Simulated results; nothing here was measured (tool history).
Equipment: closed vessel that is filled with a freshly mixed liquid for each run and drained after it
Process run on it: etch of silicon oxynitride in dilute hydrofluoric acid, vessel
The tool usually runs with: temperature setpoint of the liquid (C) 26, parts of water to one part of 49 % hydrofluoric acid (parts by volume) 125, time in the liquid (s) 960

run,hour,temperature setpoint of the liquid (C),parts of water to one part of 49 % hydrofluoric acid (parts by volume),time in the liquid (s),wafers since the last listed run,hours since the thermometer was replaced,hours since the hydrofluoric acid flow meter was replaced,hours since the gauge calibration,"read-back film thickness of the silicon oxynitride reference wafer, read on the same gauge (nm)",thickness taken off the silicon oxynitride on a monitor wafer (Å)
1,0,27,150,960,0,1802.3,1279.1,59.1,110.04,252.8
2,9.1,27,150,960,491,1811.4,1288.2,68.2,110,250.9
3,22.5,26,125,960,723,1824.8,1301.6,81.6,110,295.1
4,29.2,26,125,960,361,1831.5,1308.3,88.3,109.99,291.6
5,39.6,26,125,960,561,1841.9,1318.7,98.7,110,293.8
6,51.9,28.5,125,960,664,1854.2,1331,111,110.03,328.5
7,65.1,26,125,960,712,1867.4,1344.2,124.2,109.99,290.1
# hour 74.3: hydrofluoric acid flow meter replaced
8,79.1,23,125,960,701,1881.4,4.8,138.2,110.02,291.2
9,88.7,23,125,960,518,1891,14.4,147.8,110,289.5
# hour 97.1: thermometer replaced
10,98.4,28,125,960,469,1.3,24.1,157.5,109.97,431.9
11,109.3,28,125,960,588,12.2,35,168.4,110.01,429.1
12,118,28,125,960,469,20.9,43.7,177.1,109.96,428.7
13,133.8,29.5,125,960,853,36.7,59.5,192.9,109.99,455.4
14,145.1,22.5,125,785,610,48,70.8,204.2,110.05,271.2
15,159.7,26,125,960,788,62.6,85.4,218.8,109.98,386.6
16,171,26,125,960,610,73.9,96.7,230.1,109.97,387
17,182.7,29.5,85,960,631,85.6,108.4,241.8,109.96,692.3
# hour 209.7: gauge calibrated
18,214,26,125,960,1690,116.9,139.7,4.3,110.01,382.8
19,224.7,24.5,125,1365,577,127.6,150.4,15,109.98,509.2
20,234.3,24.5,125,1400,518,137.2,160,24.6,109.99,519.2
21,243,21.5,145,960,469,145.9,168.7,33.3,109.99,261.5
22,256.3,28,125,960,718,159.2,182,46.6,110,414.6
23,262.8,26,125,960,350,165.7,188.5,53.1,109.97,379.4
24,278.8,26,125,740,863,181.7,204.5,69.1,109.98,294.7
25,288.9,24,125,1165,545,191.8,214.6,79.2,109.98,418.6
26,295.6,26,150,960,361,198.5,221.3,85.9,110.01,307.6
27,301.8,24.5,75,1350,334,204.7,227.5,92.1,109.97,859.1
28,312.8,26,90,810,593,215.7,238.5,103.1,110.03,460.8
29,330.7,29,125,1500,966,233.6,256.4,121,109.99,667.9
30,337.6,26,125,1340,372,240.5,263.3,127.9,109.99,518.5
31,353.5,26,160,1470,858,256.4,279.2,143.8,109.95,438.9
32,390.2,23.5,145,625,1981,293.1,315.9,180.5,110,182.3
33,406.8,26,125,1390,896,309.7,332.5,197.1,109.95,535.2
34,418.7,29,125,1275,642,321.6,344.4,209,109.98,570.2

What if the next run were any one of these 3? Each begins from the tool's condition after run 34:
A,419.6,26,110,960,48,322.5,345.3,209.9,?,?
B,419.6,21.5,125,665,48,322.5,345.3,209.9,?,?
C,419.6,26,125,505,48,322.5,345.3,209.9,?,?

run,"read-back film thickness of the silicon oxynitride reference wafer, read on the same gauge (nm)",thickness taken off the silicon oxynitride on a monitor wafer (Å)
A,109.99,425.9
B,109.99,207.6
C,109.99,194.6
With no hidden state in the tool, these same runs would have given:
run,thickness taken off the silicon oxynitride on a monitor wafer (Å)
A,453.1
B,221
C,207

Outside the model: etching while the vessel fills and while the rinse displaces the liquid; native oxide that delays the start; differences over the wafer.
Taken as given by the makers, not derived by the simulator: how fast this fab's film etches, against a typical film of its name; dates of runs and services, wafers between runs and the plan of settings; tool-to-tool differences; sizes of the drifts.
